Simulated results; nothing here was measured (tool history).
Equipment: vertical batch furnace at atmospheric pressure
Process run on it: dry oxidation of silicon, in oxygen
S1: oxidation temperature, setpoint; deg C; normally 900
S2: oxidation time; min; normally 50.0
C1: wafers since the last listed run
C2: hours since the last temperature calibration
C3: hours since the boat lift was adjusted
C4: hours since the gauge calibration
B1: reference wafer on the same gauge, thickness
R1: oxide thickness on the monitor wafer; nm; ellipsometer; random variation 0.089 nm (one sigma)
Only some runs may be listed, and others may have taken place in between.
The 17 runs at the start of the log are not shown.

run	hour	S1	S2	C1	C2	C3	C4	B1	R1
# hour 951.0: gauge calibrated
# hour 952.9: boat lift adjusted
18	954.2	900	28.0	399	42.3	1.3	3.2	26.71	16.34
19	1008.1	900	50.0	1209	96.2	55.2	57.1	26.70	24.39
20	1064.8	876	43.5	1272	152.9	111.9	113.8	26.70	17.18
21	1107.8	919	72.5	964	195.9	154.9	156.8	26.69	38.10
22	1173.2	923	32.5	1467	261.3	220.3	222.2	26.70	22.51
23	1232.9	883	27.0	1339	321.0	280.0	281.9	26.69	13.14
24	1283.6	900	37.0	1137	371.7	330.7	332.6	26.72	19.64
25	1348.1	882	40.5	1447	436.2	395.2	397.1	26.71	17.22
26	1396.9	890	60.0	1095	485.0	444.0	445.9	26.68	24.77
27	1439.5	900	50.0	955	527.6	486.6	488.5	26.67	24.41
28	1503.2	888	30.0	1429	591.3	550.3	552.2	26.69	14.84
29	1564.0	900	50.0	1364	652.1	611.1	613.0	26.71	24.11
30	1590.9	900	50.0	603	679.0	638.0	639.9	26.70	24.12
31	1661.3	900	50.0	1579	749.4	708.4	710.3	26.69	24.13
32	1709.0	893	58.5	1070	797.1	756.1	758.0	26.69	25.10
33	1741.8	883	56.5	736	829.9	788.9	790.8	26.72	22.13
34	1766.3	900	50.0	549	854.4	813.4	815.3	26.69	24.42
35	1828.5	900	50.0	1395	916.6	875.6	877.5	26.69	24.12

Below are 3 alternative next runs, each starting from the tool's condition after run 35. Predict each:
A	1832.6	900	50.0	92	920.7	879.7	881.6	?	?
B	1832.6	900	28.5	92	920.7	879.7	881.6	?	?
C	1832.6	886	35.5	92	920.7	879.7	881.6	?	?

run	B1	R1
A	26.71	24.38
B	26.71	16.45
C	26.71	16.55
Without the tool's unlogged condition, the same runs would have read:
run	R1
A	24.56
B	16.58
C	16.68
